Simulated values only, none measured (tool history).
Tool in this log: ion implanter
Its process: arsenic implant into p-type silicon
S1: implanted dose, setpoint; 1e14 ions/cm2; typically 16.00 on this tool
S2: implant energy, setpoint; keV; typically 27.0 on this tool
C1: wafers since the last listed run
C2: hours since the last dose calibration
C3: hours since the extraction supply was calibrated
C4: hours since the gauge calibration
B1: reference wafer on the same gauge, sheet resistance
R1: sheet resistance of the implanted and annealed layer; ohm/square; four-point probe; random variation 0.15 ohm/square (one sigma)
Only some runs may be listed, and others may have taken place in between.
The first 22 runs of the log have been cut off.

{"run": 23, "hour": 276.3, "S1": 12.38, "S2": 27.0, "C1": 104, "C2": 73.1, "C3": 25.6, "C4": 203.8, "B1": 122.36, "R1": 110.44}
{"hour": 278.1, "done": "gauge calibrated"}
{"run": 24, "hour": 293.3, "S1": 12.82, "S2": 18.5, "C1": 291, "C2": 90.1, "C3": 42.6, "C4": 15.2, "B1": 122.79, "R1": 126.9}
{"run": 25, "hour": 310.8, "S1": 18.58, "S2": 33.0, "C1": 300, "C2": 107.6, "C3": 60.1, "C4": 32.7, "B1": 122.71, "R1": 90.38}
{"run": 26, "hour": 325.6, "S1": 11.68, "S2": 20.5, "C1": 254, "C2": 122.4, "C3": 74.9, "C4": 47.5, "B1": 122.72, "R1": 125.24}
{"run": 27, "hour": 337.6, "S1": 11.67, "S2": 32.5, "C1": 205, "C2": 134.4, "C3": 86.9, "C4": 59.5, "B1": 122.65, "R1": 106.58}
{"run": 28, "hour": 347.9, "S1": 16.0, "S2": 27.0, "C1": 176, "C2": 144.7, "C3": 97.2, "C4": 69.8, "B1": 122.58, "R1": 102.03}
{"run": 29, "hour": 361.3, "S1": 11.96, "S2": 34.0, "C1": 230, "C2": 158.1, "C3": 110.6, "C4": 83.2, "B1": 122.56, "R1": 103.11}
{"run": 30, "hour": 373.5, "S1": 12.4, "S2": 22.0, "C1": 209, "C2": 170.3, "C3": 122.8, "C4": 95.4, "B1": 122.52, "R1": 119.61}
{"run": 31, "hour": 381.4, "S1": 13.93, "S2": 34.0, "C1": 135, "C2": 178.2, "C3": 130.7, "C4": 103.3, "B1": 122.49, "R1": 96.82}
{"run": 32, "hour": 389.6, "S1": 18.46, "S2": 30.5, "C1": 140, "C2": 186.4, "C3": 138.9, "C4": 111.5, "B1": 122.47, "R1": 93.09}

Below are 5 alternative next runs, each starting from the tool's condition after run 32. Predict each:
{"run": "A", "hour": 390.0, "S1": 19.6, "S2": 27.0, "C1": 6, "C2": 186.8, "C3": 139.3, "C4": 111.9, "B1": "?", "R1": "?"}
{"run": "B", "hour": 390.0, "S1": 16.0, "S2": 34.0, "C1": 6, "C2": 186.8, "C3": 139.3, "C4": 111.9, "B1": "?", "R1": "?"}
{"run": "C", "hour": 390.0, "S1": 12.43, "S2": 18.5, "C1": 6, "C2": 186.8, "C3": 139.3, "C4": 111.9, "B1": "?", "R1": "?"}
{"run": "D", "hour": 390.0, "S1": 16.0, "S2": 20.5, "C1": 6, "C2": 186.8, "C3": 139.3, "C4": 111.9, "B1": "?", "R1": "?"}
{"run": "E", "hour": 390.0, "S1": 16.0, "S2": 31.0, "C1": 6, "C2": 186.8, "C3": 139.3, "C4": 111.9, "B1": "?", "R1": "?"}

run=A B1=122.47 R1=97.61
run=B B1=122.47 R1=92.20
run=C B1=122.47 R1=127.45
run=D B1=122.47 R1=114.76
run=E B1=122.47 R1=95.84
Had the tool no hidden state, the same runs would have come out as:
run=A R1=98.03
run=B R1=92.61
run=C R1=128.01
run=D R1=115.26
run=E R1=96.26

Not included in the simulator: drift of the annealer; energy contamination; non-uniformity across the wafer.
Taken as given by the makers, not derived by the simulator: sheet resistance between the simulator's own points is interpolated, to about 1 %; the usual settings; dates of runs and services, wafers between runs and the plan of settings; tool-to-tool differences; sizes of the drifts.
